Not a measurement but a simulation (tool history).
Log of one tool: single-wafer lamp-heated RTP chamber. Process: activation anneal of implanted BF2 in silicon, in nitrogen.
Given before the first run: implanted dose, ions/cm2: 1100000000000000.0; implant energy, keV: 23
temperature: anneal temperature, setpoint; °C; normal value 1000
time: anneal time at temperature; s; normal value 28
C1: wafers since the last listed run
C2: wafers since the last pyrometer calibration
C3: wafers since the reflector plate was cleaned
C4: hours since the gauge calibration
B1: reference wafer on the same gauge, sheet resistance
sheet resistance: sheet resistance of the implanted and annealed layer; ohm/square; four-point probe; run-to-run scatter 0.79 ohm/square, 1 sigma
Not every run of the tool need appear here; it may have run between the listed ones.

Run 1, day 0.000: usual settings but time 18 s; C1 0; C2 373; C3 1951; C4 458.4; B1 228.73. Result: sheet resistance 206.87 ohm/square.
Run 2, day 0.775: usual settings but time 18 s; C1 233; C2 606; C3 2185; C4 477.0; B1 228.87. Result: sheet resistance 207.38 ohm/square.
Run 3, day 2.050: usual settings but temperature 984 °C; C1 384; C2 991; C3 2569; C4 507.6; B1 229.02. Result: sheet resistance 220.59 ohm/square.
Run 4, day 3.508: usual settings but temperature 1018 °C, time 17 s; C1 439; C2 1430; C3 3008; C4 542.6; B1 229.13. Result: sheet resistance 186.58 ohm/square.
Run 5, day 4.996: usual settings but temperature 1018 °C, time 17 s; C1 448; C2 1878; C3 3457; C4 578.3; B1 228.68. Result: sheet resistance 185.09 ohm/square.
Run 6, day 5.721: usual settings but time 21 s; C1 218; C2 2097; C3 3675; C4 595.7; B1 229.01. Result: sheet resistance 203.39 ohm/square.
Run 7, day 9.688: usual settings but temperature 1023 °C; C1 1195; C2 3292; C3 4870; C4 690.9; B1 228.73. Result: sheet resistance 167.89 ohm/square.
Run 8, day 10.221: usual settings but temperature 1023 °C; C1 160; C2 3453; C3 5031; C4 703.7; B1 229.07. Result: sheet resistance 167.05 ohm/square.
Run 9, day 10.883: usual settings; C1 199; C2 3653; C3 5231; C4 719.6; B1 228.99. Result: sheet resistance 193.37 ohm/square.
Run 10, day 12.108: usual settings; C1 369; C2 4022; C3 5600; C4 749.0; B1 229.27. Result: sheet resistance 192.72 ohm/square.
Run 11, day 12.621: usual settings; C1 154; C2 4176; C3 5754; C4 761.3; B1 228.98. Result: sheet resistance 191.69 ohm/square.
Run 12, day 13.262: usual settings; C1 193; C2 4370; C3 5948; C4 776.7; B1 229.22. Result: sheet resistance 193.89 ohm/square.
At day 13.538: gauge calibrated.
Run 13, day 14.408: usual settings but temperature 1018 °C, time 33 s; C1 345; C2 4715; C3 6293; C4 20.9; B1 229.06. Result: sheet resistance 167.89 ohm/square.
Run 14, day 17.083: usual settings but time 16 s; C1 806; C2 5521; C3 7099; C4 85.1; B1 228.98. Result: sheet resistance 206.58 ohm/square.
Run 15, day 17.858: usual settings but time 16 s; C1 233; C2 5755; C3 7333; C4 103.7; B1 229.26. Result: sheet resistance 205.08 ohm/square.
Run 16, day 18.533: usual settings but time 16 s; C1 203; C2 5958; C3 7536; C4 119.9; B1 229.13. Result: sheet resistance 205.85 ohm/square.
Run 17, day 19.125: usual settings; C1 178; C2 6136; C3 7715; C4 134.1; B1 228.66. Result: sheet resistance 189.77 ohm/square.
Run 18, day 19.967: usual settings but temperature 1017 °C; C1 253; C2 6390; C3 7968; C4 154.3; B1 229.11. Result: sheet resistance 171.16 ohm/square.
Run 19, day 21.012: usual settings but temperature 1024 °C; C1 315; C2 6705; C3 8283; C4 179.4; B1 229.00. Result: sheet resistance 164.85 ohm/square.
Run 20, day 25.475: usual settings; C1 1344; C2 8050; C3 9628; C4 286.5; B1 228.89. Result: sheet resistance 186.54 ohm/square.
At day 27.133: pyrometer window cleaned and pyrometer calibrated.
Run 21, day 27.154: usual settings but temperature 986 °C; C1 405; C2 5; C3 10034; C4 326.8; B1 229.03. Result: sheet resistance 216.45 ohm/square.
Run 22, day 28.454: usual settings but temperature 1018 °C, time 17 s; C1 391; C2 397; C3 10426; C4 358.0; B1 229.14. Result: sheet resistance 185.64 ohm/square.
Run 23, day 29.654: usual settings but temperature 1024 °C, time 21 s; C1 361; C2 759; C3 10787; C4 386.8; B1 229.20. Result: sheet resistance 174.55 ohm/square.
Run 24, day 30.554: usual settings; C1 271; C2 1030; C3 11058; C4 408.4; B1 228.98. Result: sheet resistance 195.58 ohm/square.
Run 25, day 31.204: usual settings but temperature 988 °C; C1 195; C2 1226; C3 11254; C4 424.0; B1 228.98. Result: sheet resistance 212.26 ohm/square.
At day 32.383: reflector plate cleaned.
Run 26, day 34.204: usual settings; C1 803; C2 2029; C3 548; C4 496.0; B1 228.92. Result: sheet resistance 195.10 ohm/square.
Run 27, day 35.025: usual settings but temperature 983 °C; C1 247; C2 2277; C3 795; C4 515.7; B1 228.97. Result: sheet resistance 220.77 ohm/square.
Run 28, day 36.062: usual settings but temperature 974 °C, time 36 s; C1 312; C2 2590; C3 1108; C4 540.6; B1 228.57. Result: sheet resistance 228.27 ohm/square.
Run 29, day 37.479: usual settings but time 11 s; C1 426; C2 3016; C3 1535; C4 574.6; B1 229.20. Result: sheet resistance 217.58 ohm/square.
Run 30, day 38.067: usual settings but temperature 991 °C; C1 177; C2 3193; C3 1712; C4 588.7; B1 229.23. Result: sheet resistance 205.90 ohm/square.
Run 31, day 39.012: usual settings but time 39 s; C1 285; C2 3479; C3 1997; C4 611.4; B1 228.98. Result: sheet resistance 183.51 ohm/square.
Run 32, day 40.475: usual settings; C1 440; C2 3919; C3 2437; C4 646.5; B1 229.02. Result: sheet resistance 192.56 ohm/square.
Run 33, day 41.479: usual settings but temperature 1017 °C, time 23 s; C1 302; C2 4222; C3 2740; C4 670.6; B1 228.98. Result: sheet resistance 178.70 ohm/square.
At day 42.392: gauge calibrated.
Run 34, day 42.692: usual settings but time 19 s; C1 365; C2 4587; C3 3105; C4 7.2; B1 228.78. Result: sheet resistance 203.30 ohm/square.
Run 35, day 44.033: usual settings but temperature 1014 °C, time 19 s; C1 404; C2 4992; C3 3510; C4 39.4; B1 229.33. Result: sheet resistance 183.56 ohm/square.
Run 36, day 44.829: usual settings but temperature 992 °C, time 33 s; C1 239; C2 5231; C3 3750; C4 58.5; B1 229.06. Result: sheet resistance 198.96 ohm/square.
Run 37, day 45.800: usual settings but temperature 978 °C, time 18 s; C1 292; C2 5524; C3 4042; C4 81.8; B1 229.21. Result: sheet resistance 236.05 ohm/square.
Run 38, day 46.996: usual settings but temperature 981 °C, time 39 s; C1 360; C2 5884; C3 4403; C4 110.5; B1 229.04. Result: sheet resistance 206.81 ohm/square.

The logged runs with the hidden state left out (each run's random variation unchanged):
The hidden state here: true wafer temperature minus pyrometer reading, K; wafer temperature error from the tarnished reflector plate, K; gauge reads high (%).
run  sheet resistance
  1            206.93
  2            207.48
  3            220.81
  4            186.85
  5            185.52
  6            204.09
  7            168.86
  8            168.11
  9            195.33
 10            195.09
 11            194.22
 12            196.69
 13            170.03
 14            211.09
 15            209.95
 16            211.08
 17            195.14
 18            175.26
 19            168.59
 20            195.56
 21            216.59
 22            185.75
 23            174.68
 24            195.85
 25            212.64
 26            195.88
 27            221.90
 28            229.81
 29            219.08
 30            207.78
 31            185.32
 32            194.99
 33            180.80
 34            206.67
 35            186.69
 36            203.52
 37            241.70
 38            213.15
